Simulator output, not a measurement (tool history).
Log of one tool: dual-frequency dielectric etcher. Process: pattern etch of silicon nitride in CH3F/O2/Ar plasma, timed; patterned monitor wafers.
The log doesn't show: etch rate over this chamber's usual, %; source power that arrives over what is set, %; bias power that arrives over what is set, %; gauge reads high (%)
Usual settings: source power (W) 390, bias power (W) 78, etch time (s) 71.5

run	hour	source power (W)	bias power (W)	etch time (s)	wafers since the last listed run	hours since the last wet clean	hours since the last source power generator calibration	hours since the last bias power generator calibration	hours since the last upper electrode change	hours since the gauge calibration	read-back reference wafer on the same gauge, depth_nm	mean etch depth across the wafer (Å)
1	0.0	390	78	71.5	0	421.1	4055.1	2403.3	4651.2	83.7	56.0	505
2	8.1	390	78	71.5	68	429.2	4063.2	2411.4	4659.3	91.8	56.0	504
3	22.8	390	78	71.5	123	443.9	4077.9	2426.1	4674.0	106.5	55.9	514
4	36.1	310	78	66.0	112	457.2	4091.2	2439.4	4687.3	119.8	56.0	419
# hour 66.8: wet clean of the chamber
5	67.3	310	78	66.0	60	0.5	4122.4	2470.6	4718.5	151.0	56.0	404
6	67.7	310	78	66.0	3	0.9	4122.8	2471.0	4718.9	151.4	56.0	401
7	68.0	390	78	85.5	2	1.2	4123.1	2471.3	4719.2	151.7	56.0	588
8	76.6	390	78	85.5	72	9.8	4131.7	2479.9	4727.8	160.3	56.0	582
# hour 96.0: bias power generator calibrated
9	110.4	390	78	71.5	251	43.6	4165.5	14.4	4761.6	194.1	55.9	495
10	132.2	390	78	71.5	183	65.4	4187.3	36.2	4783.4	215.9	56.1	492
11	146.2	390	78	71.5	117	79.4	4201.3	50.2	4797.4	229.9	56.0	494
12	154.0	390	78	71.5	65	87.2	4209.1	58.0	4805.2	237.7	56.1	493
13	160.5	460	78	71.5	54	93.7	4215.6	64.5	4811.7	244.2	56.0	539
14	166.9	390	78	71.5	53	100.1	4222.0	70.9	4818.1	250.6	56.1	492
15	180.0	360	72	61.0	110	113.2	4235.1	84.0	4831.2	263.7	56.0	390
# hour 214.7: upper electrode replaced
16	215.2	460	92	57.5	94	148.4	4270.3	119.2	0.5	298.9	55.9	469
17	215.6	390	78	71.5	3	148.8	4270.7	119.6	0.9	299.3	56.1	500
18	215.9	360	86	79.0	2	149.1	4271.0	119.9	1.2	299.6	56.0	554
19	224.2	470	85	81.0	69	157.4	4279.3	128.2	9.5	307.9	56.0	644
20	241.8	430	89	65.5	148	175.0	4296.9	145.8	27.1	325.5	56.0	513
# hour 256.5: gauge calibrated
# hour 257.6: source power generator calibrated
21	258.1	390	65	86.5	103	191.3	0.5	162.1	43.4	1.6	56.0	554
22	268.6	390	78	71.5	88	201.8	11.0	172.6	53.9	12.1	56.1	505
23	275.3	390	78	83.0	56	208.5	17.7	179.3	60.6	18.8	56.0	582
24	288.1	440	73	81.5	107	221.3	30.5	192.1	73.4	31.6	56.0	590
25	295.8	460	78	82.0	64	229.0	38.2	199.8	81.1	39.3	55.9	627
26	313.0	470	59	80.0	144	246.2	55.4	217.0	98.3	56.5	55.9	545
27	329.8	460	63	55.5	141	263.0	72.2	233.8	115.1	73.3	56.0	387
28	342.7	390	78	71.5	108	275.9	85.1	246.7	128.0	86.2	55.9	507
29	350.8	390	78	71.5	68	284.0	93.2	254.8	136.1	94.3	56.0	508
30	357.9	420	72	83.5	59	291.1	100.3	261.9	143.2	101.4	56.0	595

Forecast each of these 4 alternatives for the next run:
A	358.3	390	78	71.5	3	291.5	100.7	262.3	143.6	101.8	?	?
B	358.3	460	65	93.0	3	291.5	100.7	262.3	143.6	101.8	?	?
C	358.3	310	97	61.0	3	291.5	100.7	262.3	143.6	101.8	?	?
D	358.3	310	78	62.0	3	291.5	100.7	262.3	143.6	101.8	?	?

run	read-back reference wafer on the same gauge, depth_nm	mean etch depth across the wafer (Å)
A	56.0	504
B	56.0	654
C	56.0	422
D	56.0	386
Without the tool's hidden state the same runs would have given:
run	mean etch depth across the wafer (Å)
A	483
B	627
C	405
D	370
